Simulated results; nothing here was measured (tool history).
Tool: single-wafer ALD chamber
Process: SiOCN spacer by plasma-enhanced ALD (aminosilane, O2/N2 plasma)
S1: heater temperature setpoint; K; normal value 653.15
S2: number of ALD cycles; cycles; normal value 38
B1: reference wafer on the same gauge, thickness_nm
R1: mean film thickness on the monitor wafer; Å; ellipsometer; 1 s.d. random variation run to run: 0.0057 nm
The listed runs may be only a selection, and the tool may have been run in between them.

{"run": 1, "day": 0.0, "S1": 649.15, "S2": 38, "B1": 2.026, "R1": 22.52}
{"run": 2, "day": 2.704, "S1": 649.15, "S2": 38, "B1": 2.024, "R1": 22.48}
{"run": 3, "day": 3.883, "S1": 653.15, "S2": 32, "B1": 2.023, "R1": 18.98}
{"run": 4, "day": 7.975, "S1": 660.15, "S2": 38, "B1": 2.012, "R1": 22.39}
{"run": 5, "day": 9.358, "S1": 653.15, "S2": 42, "B1": 2.011, "R1": 24.7}
{"run": 6, "day": 10.304, "S1": 653.15, "S2": 42, "B1": 2.005, "R1": 24.63}
{"run": 7, "day": 10.808, "S1": 653.15, "S2": 42, "B1": 2.005, "R1": 24.71}
{"run": 8, "day": 12.071, "S1": 648.15, "S2": 40, "B1": 2.002, "R1": 23.56}
{"run": 9, "day": 13.304, "S1": 648.15, "S2": 40, "B1": 1.999, "R1": 23.44}
{"run": 10, "day": 14.571, "S1": 653.15, "S2": 36, "B1": 1.996, "R1": 21.01}
{"day": 14.925, "done": "gauge calibrated"}
{"run": 11, "day": 15.762, "S1": 653.15, "S2": 36, "B1": 2.052, "R1": 21.63}
{"run": 12, "day": 16.625, "S1": 653.15, "S2": 36, "B1": 2.053, "R1": 21.68}
{"run": 13, "day": 17.788, "S1": 653.15, "S2": 38, "B1": 2.053, "R1": 22.9}
{"run": 14, "day": 18.512, "S1": 653.15, "S2": 38, "B1": 2.055, "R1": 22.8}
{"run": 15, "day": 19.408, "S1": 653.15, "S2": 38, "B1": 2.049, "R1": 22.88}
{"run": 16, "day": 20.004, "S1": 653.15, "S2": 38, "B1": 2.053, "R1": 22.92}
{"run": 17, "day": 20.771, "S1": 653.15, "S2": 33, "B1": 2.052, "R1": 19.82}
{"run": 18, "day": 21.512, "S1": 653.15, "S2": 33, "B1": 2.054, "R1": 19.84}
{"run": 19, "day": 22.712, "S1": 659.15, "S2": 44, "B1": 2.049, "R1": 26.45}
{"run": 20, "day": 25.7, "S1": 653.15, "S2": 33, "B1": 2.049, "R1": 19.85}
{"day": 26.779, "done": "thermocouple changed; heater temperature recalibrated"}
{"run": 21, "day": 26.938, "S1": 653.15, "S2": 42, "B1": 2.048, "R1": 25.23}
{"run": 22, "day": 28.425, "S1": 653.15, "S2": 38, "B1": 2.046, "R1": 22.75}
{"run": 23, "day": 29.825, "S1": 657.15, "S2": 32, "B1": 2.044, "R1": 19.17}
{"run": 24, "day": 30.533, "S1": 646.15, "S2": 43, "B1": 2.045, "R1": 25.77}
{"run": 25, "day": 31.996, "S1": 664.15, "S2": 38, "B1": 2.038, "R1": 22.74}
{"run": 26, "day": 32.725, "S1": 653.15, "S2": 38, "B1": 2.04, "R1": 22.73}
{"run": 27, "day": 34.679, "S1": 667.15, "S2": 31, "B1": 2.035, "R1": 18.49}
{"run": 28, "day": 35.317, "S1": 664.15, "S2": 32, "B1": 2.035, "R1": 19.12}
{"run": 29, "day": 35.879, "S1": 639.15, "S2": 38, "B1": 2.035, "R1": 22.77}
{"run": 30, "day": 36.658, "S1": 653.15, "S2": 38, "B1": 2.032, "R1": 22.59}
{"run": 31, "day": 38.146, "S1": 663.15, "S2": 45, "B1": 2.031, "R1": 26.8}
{"run": 32, "day": 38.888, "S1": 663.15, "S2": 35, "B1": 2.03, "R1": 20.83}
{"run": 33, "day": 39.583, "S1": 644.15, "S2": 33, "B1": 2.029, "R1": 19.58}
{"run": 34, "day": 40.579, "S1": 648.15, "S2": 45, "B1": 2.027, "R1": 26.76}
{"run": 35, "day": 41.938, "S1": 640.15, "S2": 34, "B1": 2.021, "R1": 20.21}
{"run": 36, "day": 43.3, "S1": 653.15, "S2": 45, "B1": 2.02, "R1": 26.74}
{"run": 37, "day": 44.275, "S1": 667.15, "S2": 38, "B1": 2.02, "R1": 22.51}

Predict each of these 4 candidate next runs independently; none follows another, all start after run 37:
{"run": "A", "day": 44.296, "S1": 662.15, "S2": 38, "B1": "?", "R1": "?"}
{"run": "B", "day": 44.296, "S1": 658.15, "S2": 38, "B1": "?", "R1": "?"}
{"run": "C", "day": 44.296, "S1": 647.15, "S2": 34, "B1": "?", "R1": "?"}
{"run": "D", "day": 44.296, "S1": 645.15, "S2": 38, "B1": "?", "R1": "?"}

run=A B1=2.017 R1=22.51
run=B B1=2.017 R1=22.51
run=C B1=2.017 R1=20.14
run=D B1=2.017 R1=22.51
What these runs would have given with no unlogged condition in the tool:
run=A R1=22.86
run=B R1=22.86
run=C R1=20.46
run=D R1=22.86
